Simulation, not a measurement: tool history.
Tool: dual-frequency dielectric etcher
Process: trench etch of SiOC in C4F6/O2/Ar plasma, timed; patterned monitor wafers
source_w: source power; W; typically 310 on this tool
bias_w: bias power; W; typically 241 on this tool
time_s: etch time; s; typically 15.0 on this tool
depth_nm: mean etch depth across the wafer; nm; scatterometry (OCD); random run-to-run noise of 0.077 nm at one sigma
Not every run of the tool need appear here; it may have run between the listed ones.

| run | hour | source_w | bias_w | time_s | read-back reference wafer on the same gauge, depth_nm | depth_nm |
|---|---|---|---|---|---|---|
| 1 | 0.0 | 310 | 279 | 17.0 | 29.20 | 41.23 |
|  | 59.8 | wet clean of the chamber, repeated, since the last time left the tool worse |
| 2 | 60.3 | 270 | 241 | 15.0 | 29.20 | 31.66 |
| 3 | 148.8 | 310 | 241 | 15.0 | 29.19 | 33.73 |
|  | 267.5 | source power generator calibrated |
|  | 276.8 | bias power generator calibrated |
|  | 282.1 | upper electrode replaced |
| 4 | 282.6 | 310 | 241 | 15.0 | 29.20 | 33.42 |
| 5 | 343.6 | 310 | 241 | 15.0 | 29.21 | 33.34 |
| 6 | 434.2 | 310 | 241 | 15.0 | 29.21 | 33.31 |
| 7 | 491.0 | 310 | 241 | 15.0 | 29.20 | 33.07 |
| 8 | 588.3 | 360 | 241 | 15.0 | 29.20 | 35.27 |
| 9 | 640.4 | 270 | 241 | 19.0 | 29.19 | 38.95 |
|  | 719.7 | wet clean of the chamber |
| 10 | 721.7 | 310 | 241 | 10.5 | 29.20 | 23.56 |
| 11 | 783.9 | 310 | 277 | 15.0 | 29.22 | 35.12 |
| 12 | 887.4 | 310 | 241 | 15.0 | 29.21 | 33.30 |
| 13 | 975.9 | 260 | 269 | 15.0 | 29.20 | 31.61 |
| 14 | 1018.5 | 280 | 220 | 15.0 | 29.20 | 30.73 |
| 15 | 1076.1 | 310 | 241 | 15.0 | 29.21 | 33.25 |
| 16 | 1170.5 | 310 | 241 | 15.0 | 29.19 | 32.99 |
| 17 | 1257.2 | 310 | 185 | 18.5 | 29.19 | 37.28 |
| 18 | 1350.5 | 380 | 299 | 12.5 | 29.20 | 32.02 |
| 19 | 1388.7 | 310 | 241 | 15.0 | 29.18 | 32.72 |
| 20 | 1438.8 | 250 | 241 | 18.5 | 29.20 | 36.22 |
|  | 1508.1 | gauge calibrated |
|  | 1539.5 | wet clean of the chamber |
| 21 | 1723.2 | 250 | 256 | 15.0 | 29.20 | 30.65 |
| 22 | 1822.3 | 310 | 298 | 11.5 | 29.20 | 27.41 |
| 23 | 1918.8 | 230 | 241 | 12.5 | 29.20 | 23.79 |
| 24 | 2021.5 | 390 | 241 | 18.5 | 29.21 | 45.09 |
| 25 | 2080.9 | 310 | 187 | 19.5 | 29.21 | 39.52 |
| 26 | 2165.2 | 310 | 241 | 15.0 | 29.19 | 32.81 |
| 27 | 2232.7 | 310 | 241 | 15.0 | 29.20 | 32.87 |
| 28 | 2275.5 | 310 | 241 | 15.0 | 29.20 | 32.68 |

The tool's hidden state at each run:
source power that arrives over what is set, %: 0, the same for each run
bias power that arrives over what is set, %: 0, the same for each run
gauge reads high (%): 0, the same for each run
H1: etch rate over this chamber's usual, %
| run | H1 |
|---|---|
| 1 | 3.35 |
| 2 | 0.138 |
| 3 | -0.229 |
| 4 | -0.782 |
| 5 | -1.03 |
| 6 | -1.41 |
| 7 | -1.64 |
| 8 | -2.05 |
| 9 | -2.26 |
| 10 | -0.189 |
| 11 | -0.446 |
| 12 | -0.875 |
| 13 | -1.24 |
| 14 | -1.42 |
| 15 | -1.66 |
| 16 | -2.05 |
| 17 | -2.4 |
| 18 | -2.79 |
| 19 | -2.95 |
| 20 | -3.16 |
| 21 | -0.786 |
| 22 | -1.2 |
| 23 | -1.6 |
| 24 | -2.02 |
| 25 | -2.27 |
| 26 | -2.61 |
| 27 | -2.89 |
| 28 | -3.07 |

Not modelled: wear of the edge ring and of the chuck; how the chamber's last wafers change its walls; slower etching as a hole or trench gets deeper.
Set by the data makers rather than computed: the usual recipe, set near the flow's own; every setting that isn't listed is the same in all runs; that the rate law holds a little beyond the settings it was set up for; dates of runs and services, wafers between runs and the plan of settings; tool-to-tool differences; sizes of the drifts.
